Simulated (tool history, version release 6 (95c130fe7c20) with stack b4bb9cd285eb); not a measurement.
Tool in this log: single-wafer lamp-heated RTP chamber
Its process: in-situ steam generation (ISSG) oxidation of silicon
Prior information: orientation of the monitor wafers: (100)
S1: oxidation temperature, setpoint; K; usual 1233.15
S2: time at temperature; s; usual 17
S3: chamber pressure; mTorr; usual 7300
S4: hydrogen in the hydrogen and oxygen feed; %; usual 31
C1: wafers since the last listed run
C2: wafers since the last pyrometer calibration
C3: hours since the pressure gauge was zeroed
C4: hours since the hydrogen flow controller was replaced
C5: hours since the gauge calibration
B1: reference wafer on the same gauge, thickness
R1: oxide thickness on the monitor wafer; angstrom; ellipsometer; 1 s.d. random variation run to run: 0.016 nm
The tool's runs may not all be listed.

{"run": 1, "hour": 0.0, "S1": 1233.15, "S2": 17, "S3": 7300, "S4": 31, "C1": 0, "C2": 3937, "C3": 4224.8, "C4": 5495.0, "C5": 3.5, "B1": 3.97, "R1": 50.68}
{"run": 2, "hour": 38.4, "S1": 1233.15, "S2": 17, "S3": 7300, "S4": 31, "C1": 458, "C2": 4395, "C3": 4263.2, "C4": 5533.4, "C5": 41.9, "B1": 3.97, "R1": 50.71}
{"run": 3, "hour": 47.3, "S1": 1233.15, "S2": 17, "S3": 7300, "S4": 31, "C1": 106, "C2": 4502, "C3": 4272.1, "C4": 5542.3, "C5": 50.8, "B1": 3.973, "R1": 50.43}
{"run": 4, "hour": 57.7, "S1": 1233.15, "S2": 17, "S3": 7300, "S4": 31, "C1": 124, "C2": 4626, "C3": 4282.5, "C4": 5552.7, "C5": 61.2, "B1": 3.971, "R1": 50.86}
{"run": 5, "hour": 70.3, "S1": 1233.15, "S2": 17, "S3": 7300, "S4": 31, "C1": 150, "C2": 4776, "C3": 4295.1, "C4": 5565.3, "C5": 73.8, "B1": 3.97, "R1": 50.68}
{"hour": 78.9, "done": "pyrometer window cleaned and pyrometer calibrated"}
{"run": 6, "hour": 81.5, "S1": 1233.15, "S2": 17, "S3": 7300, "S4": 31, "C1": 38, "C2": 31, "C3": 4306.3, "C4": 5576.5, "C5": 85.0, "B1": 3.968, "R1": 49.12}
{"run": 7, "hour": 98.5, "S1": 1233.15, "S2": 17, "S3": 7300, "S4": 31, "C1": 203, "C2": 234, "C3": 4323.3, "C4": 5593.5, "C5": 102.0, "B1": 3.97, "R1": 49.08}
{"run": 8, "hour": 110.2, "S1": 1233.15, "S2": 17, "S3": 7300, "S4": 32, "C1": 139, "C2": 374, "C3": 4335.0, "C4": 5605.2, "C5": 113.7, "B1": 3.967, "R1": 49.43}
{"run": 9, "hour": 122.2, "S1": 1218.15, "S2": 21, "S3": 7300, "S4": 31, "C1": 143, "C2": 517, "C3": 4347.0, "C4": 5617.2, "C5": 125.7, "B1": 3.971, "R1": 51.36}
{"hour": 122.9, "done": "gauge calibrated"}
{"hour": 131.2, "done": "hydrogen flow controller replaced"}
{"run": 10, "hour": 131.7, "S1": 1233.15, "S2": 20, "S3": 8200, "S4": 31, "C1": 17, "C2": 535, "C3": 4356.5, "C4": 0.5, "C5": 8.8, "B1": 3.97, "R1": 52.64}
{"hour": 146.4, "done": "pressure gauge zeroed"}
{"run": 11, "hour": 146.9, "S1": 1233.15, "S2": 17, "S3": 7300, "S4": 31, "C1": 86, "C2": 621, "C3": 0.5, "C4": 15.7, "C5": 24.0, "B1": 3.969, "R1": 49.18}
{"run": 12, "hour": 163.8, "S1": 1233.15, "S2": 17, "S3": 6900, "S4": 32, "C1": 201, "C2": 823, "C3": 17.4, "C4": 32.6, "C5": 40.9, "B1": 3.97, "R1": 50.05}
{"run": 13, "hour": 178.4, "S1": 1247.15, "S2": 17, "S3": 7300, "S4": 31, "C1": 174, "C2": 997, "C3": 32.0, "C4": 47.2, "C5": 55.5, "B1": 3.968, "R1": 51.82}
{"run": 14, "hour": 193.1, "S1": 1233.15, "S2": 17, "S3": 8500, "S4": 32, "C1": 175, "C2": 1173, "C3": 46.7, "C4": 61.9, "C5": 70.2, "B1": 3.969, "R1": 49.78}
{"run": 15, "hour": 210.7, "S1": 1233.15, "S2": 17, "S3": 7300, "S4": 31, "C1": 210, "C2": 1383, "C3": 64.3, "C4": 79.5, "C5": 87.8, "B1": 3.969, "R1": 49.78}

Some steps in R1 between neighbouring runs. How much of each would the tool show without its hidden state too (settings, what came in, random variation), and how much is left for the hidden state, with any gauge scatter that isn't in both results?
Unlogged tool condition in this case: true wafer temperature minus pyrometer reading, K; true pressure minus gauge reading, Torr; deviation of the hydrogen flow from its setpoint, %; gauge reads high (%).
Run 5 -> 6: pyrometer window cleaned and pyrometer calibrated. R1 -1.56 angstrom: hidden state -1.48, all else -0.08.
Run 10 -> 11: S2 20 -> 17, S3 8200 -> 7300, pressure gauge zeroed. R1 -3.46 angstrom: hidden state -0.01, all else -3.45.
